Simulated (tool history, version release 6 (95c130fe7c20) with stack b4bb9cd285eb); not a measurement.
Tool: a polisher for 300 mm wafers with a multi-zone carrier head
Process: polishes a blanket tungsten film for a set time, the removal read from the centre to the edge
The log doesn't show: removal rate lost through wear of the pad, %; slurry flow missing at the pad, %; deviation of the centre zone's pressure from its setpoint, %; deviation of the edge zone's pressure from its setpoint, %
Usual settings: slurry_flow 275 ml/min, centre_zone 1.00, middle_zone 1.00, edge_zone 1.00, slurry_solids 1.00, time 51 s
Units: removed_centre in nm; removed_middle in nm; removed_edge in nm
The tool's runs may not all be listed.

| run | hour | slurry_flow | centre_zone | middle_zone | edge_zone | slurry_solids | time | wafers since the last listed run | wafers polished on this pad | hours since the slurry nozzle was cleaned | hours since the centre zone pressure was calibrated | hours since the edge zone pressure was calibrated | hours since the carrier head's membrane was replaced | incoming thickness of the incoming film, nm | removed_centre | removed_middle | removed_edge |
|---|---|---|---|---|---|---|---|---|---|---|---|---|---|---|---|---|---|
| 1 | 0.0 | 275 | 1.00 | 1.00 | 1.00 | 1.00 | 51 | 0 | 2022 | 38.7 | 543.6 | 813.5 | 903.2 | 1467.0 | 276.8 | 272.5 | 276.9 |
| 2 | 70.4 | 275 | 1.00 | 1.00 | 1.00 | 1.00 | 51 | 801 | 2823 | 109.1 | 614.0 | 883.9 | 973.6 | 1455.7 | 266.2 | 270.9 | 276.3 |
| 3 | 143.3 | 275 | 1.00 | 1.00 | 1.00 | 1.00 | 51 | 829 | 3653 | 182.0 | 686.9 | 956.8 | 1046.5 | 1463.6 | 269.8 | 271.1 | 277.9 |
| 4 | 225.9 | 275 | 1.00 | 1.00 | 1.00 | 1.00 | 51 | 940 | 4593 | 264.6 | 769.5 | 1039.4 | 1129.1 | 1429.6 | 269.1 | 266.0 | 275.7 |
|  | 230.3 | worn pad replaced by a new one |
| 5 | 324.9 | 275 | 1.00 | 1.00 | 1.00 | 1.00 | 51 | 1081 | 1076 | 363.6 | 868.5 | 1138.4 | 1228.1 | 1449.4 | 273.7 | 272.6 | 282.2 |
|  | 340.8 | centre zone pressure recalibrated |
|  | 356.2 | edge zone pressure recalibrated |
|  | 399.7 | slurry nozzle cleaned |
| 6 | 413.2 | 275 | 1.00 | 1.00 | 1.00 | 1.00 | 46 | 948 | 2024 | 13.5 | 72.4 | 57.0 | 1316.4 | 1439.2 | 248.3 | 245.4 | 253.1 |
| 7 | 509.1 | 275 | 0.91 | 1.00 | 1.00 | 1.00 | 51 | 1091 | 3116 | 109.4 | 168.3 | 152.9 | 1412.3 | 1472.2 | 248.7 | 269.2 | 275.7 |
| 8 | 559.7 | 225 | 0.93 | 1.00 | 1.00 | 1.25 | 35 | 575 | 3692 | 160.0 | 218.9 | 203.5 | 1462.9 | 1474.1 | 173.3 | 184.3 | 195.4 |
| 9 | 636.9 | 275 | 1.00 | 1.00 | 1.00 | 1.00 | 46 | 878 | 4570 | 237.2 | 296.1 | 280.7 | 1540.1 | 1455.0 | 241.7 | 240.5 | 244.9 |
|  | 726.9 | worn pad replaced by a new one |
| 10 | 730.4 | 275 | 1.00 | 1.00 | 1.00 | 1.00 | 51 | 1018 | 40 | 330.7 | 389.6 | 374.2 | 1633.6 | 1437.6 | 282.5 | 278.5 | 286.7 |
| 11 | 791.6 | 275 | 1.00 | 1.00 | 1.00 | 1.00 | 51 | 696 | 736 | 391.9 | 450.8 | 435.4 | 1694.8 | 1442.4 | 271.4 | 276.7 | 279.7 |
|  | 862.6 | slurry nozzle cleaned |
| 12 | 898.0 | 275 | 1.00 | 0.92 | 1.00 | 1.10 | 51 | 1199 | 1936 | 35.4 | 557.2 | 541.8 | 1801.2 | 1450.9 | 278.6 | 254.0 | 284.9 |
| 13 | 1051.5 | 275 | 1.00 | 1.12 | 1.00 | 1.00 | 51 | 1746 | 3683 | 188.9 | 710.7 | 695.3 | 1954.7 | 1440.0 | 265.6 | 294.6 | 272.2 |
| 14 | 1104.0 | 275 | 1.00 | 0.97 | 1.06 | 1.25 | 51 | 597 | 4280 | 241.4 | 763.2 | 747.8 | 2007.2 | 1427.8 | 280.4 | 268.0 | 292.2 |
|  | 1118.5 | carrier head's membrane replaced by a new one |
|  | 1183.5 | worn pad replaced by a new one |
| 15 | 1192.5 | 190 | 1.07 | 1.00 | 0.96 | 1.00 | 51 | 904 | 102 | 329.9 | 851.7 | 836.3 | 74.0 | 1456.8 | 285.2 | 260.5 | 271.2 |
| 16 | 1266.4 | 240 | 1.00 | 1.00 | 1.00 | 1.00 | 46 | 841 | 943 | 403.8 | 925.6 | 910.2 | 147.9 | 1459.7 | 244.1 | 238.6 | 252.4 |
|  | 1295.1 | centre zone pressure recalibrated |
| 17 | 1308.2 | 275 | 1.00 | 1.00 | 1.00 | 1.00 | 51 | 452 | 1396 | 445.6 | 13.1 | 952.0 | 189.7 | 1444.8 | 274.1 | 275.9 | 281.0 |
|  | 1343.8 | slurry nozzle cleaned |
| 18 | 1346.4 | 275 | 1.00 | 0.91 | 1.04 | 1.00 | 66 | 423 | 1820 | 2.6 | 51.3 | 990.2 | 227.9 | 1465.3 | 354.0 | 325.3 | 368.1 |
| 19 | 1446.2 | 275 | 1.00 | 1.00 | 0.96 | 1.15 | 51 | 1135 | 2956 | 102.4 | 151.1 | 1090.0 | 327.7 | 1455.0 | 283.3 | 276.6 | 276.7 |
|  | 1472.1 | edge zone pressure recalibrated |
| 20 | 1541.0 | 275 | 1.00 | 0.89 | 1.00 | 1.00 | 51 | 1056 | 4012 | 197.2 | 245.9 | 68.9 | 422.5 | 1442.3 | 271.7 | 241.8 | 277.4 |
|  | 1607.3 | worn pad replaced by a new one |
| 21 | 1615.4 | 275 | 1.00 | 1.00 | 1.00 | 1.00 | 51 | 801 | 92 | 271.6 | 320.3 | 143.3 | 496.9 | 1418.7 | 282.6 | 280.3 | 285.2 |
| 22 | 1713.5 | 275 | 1.00 | 1.00 | 1.00 | 0.75 | 51 | 1116 | 1208 | 369.7 | 418.4 | 241.4 | 595.0 | 1436.9 | 260.9 | 251.6 | 264.8 |

3 ways to go on from here, each from the tool as it stands after run 22. What would each give?
| A | 1713.9 | 275 | 0.90 | 1.00 | 1.00 | 1.00 | 51 | 4 | 1213 | 370.1 | 418.8 | 241.8 | 595.4 | 1438.9 | ? | ? | ? |
| B | 1713.9 | 275 | 1.12 | 1.00 | 0.90 | 1.00 | 51 | 4 | 1213 | 370.1 | 418.8 | 241.8 | 595.4 | 1438.9 | ? | ? | ? |
| C | 1713.9 | 275 | 1.00 | 1.00 | 0.95 | 1.00 | 51 | 4 | 1213 | 370.1 | 418.8 | 241.8 | 595.4 | 1438.9 | ? | ? | ? |

| run | removed_centre | removed_middle | removed_edge |
|---|---|---|---|
| A | 248.1 | 270.5 | 279.4 |
| B | 309.2 | 270.2 | 266.6 |
| C | 275.9 | 270.4 | 273.0 |
Without the tool's hidden state the same runs would have given:
| run | removed_centre | removed_middle | removed_edge |
|---|---|---|---|
| A | 255.9 | 279.0 | 288.2 |
| B | 319.0 | 278.8 | 275.0 |
| C | 284.6 | 278.9 | 281.6 |

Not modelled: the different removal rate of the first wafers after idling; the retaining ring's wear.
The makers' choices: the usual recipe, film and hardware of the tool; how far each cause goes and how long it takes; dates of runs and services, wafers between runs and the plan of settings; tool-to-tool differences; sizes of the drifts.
